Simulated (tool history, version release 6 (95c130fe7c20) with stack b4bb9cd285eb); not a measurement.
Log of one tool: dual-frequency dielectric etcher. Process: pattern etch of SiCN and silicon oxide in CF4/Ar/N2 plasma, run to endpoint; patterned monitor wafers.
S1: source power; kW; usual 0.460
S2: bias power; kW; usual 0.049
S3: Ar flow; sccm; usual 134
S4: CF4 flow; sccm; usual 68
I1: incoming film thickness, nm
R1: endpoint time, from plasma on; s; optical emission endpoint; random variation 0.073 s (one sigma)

run	hour	S1	S2	S3	S4	I1	R1
1	0.0	0.460	0.056	134	61	14.23	19.4
2	124.6	0.510	0.038	134	68	14.21	19.6
3	193.4	0.350	0.049	106	82	14.30	22.4
4	221.2	0.580	0.049	150	81	14.00	16.1
5	275.5	0.460	0.043	134	68	14.11	20.2
6	314.8	0.460	0.049	134	68	14.20	19.3
7	357.9	0.530	0.049	112	68	14.25	16.8
# hour 392.1: wet clean of the chamber
# hour 395.2: upper electrode replaced
8	402.8	0.460	0.049	134	68	14.06	19.8
9	442.2	0.460	0.055	162	68	14.16	19.8
10	467.1	0.430	0.056	112	68	14.23	19.6
11	512.8	0.460	0.049	160	76	14.29	20.2
12	571.1	0.340	0.056	134	68	14.40	23.8
# hour 577.7: source power generator calibrated
13	621.3	0.540	0.042	168	56	14.10	19.5
14	802.2	0.460	0.049	134	68	14.10	19.0
# hour 889.9: wet clean of the chamber
15	890.4	0.460	0.049	134	68	14.32	20.3
16	900.3	0.460	0.049	134	52	14.05	20.7
17	965.2	0.550	0.049	134	75	14.20	17.3
18	1024.7	0.460	0.049	134	80	14.23	19.6
19	1067.7	0.460	0.049	134	68	14.22	20.0
20	1112.1	0.370	0.049	107	84	14.27	22.1
21	1170.1	0.340	0.053	134	54	14.19	24.6
22	1241.5	0.460	0.060	117	74	14.21	17.8
23	1300.0	0.460	0.049	134	68	14.16	19.4

Forecast each of these 5 alternatives for the next run:
A	1300.4	0.460	0.049	134	68	14.22	?
B	1300.4	0.520	0.043	108	52	14.22	?
C	1300.4	0.360	0.046	104	80	14.22	?
D	1300.4	0.570	0.049	145	68	14.22	?
E	1300.4	0.570	0.042	153	53	14.22	?

run	R1
A	19.6
B	18.5
C	22.4
D	16.9
E	18.6
Without the tool's hidden state the same runs would have given:
run	R1
A	19.9
B	18.8
C	22.7
D	17.2
E	18.8
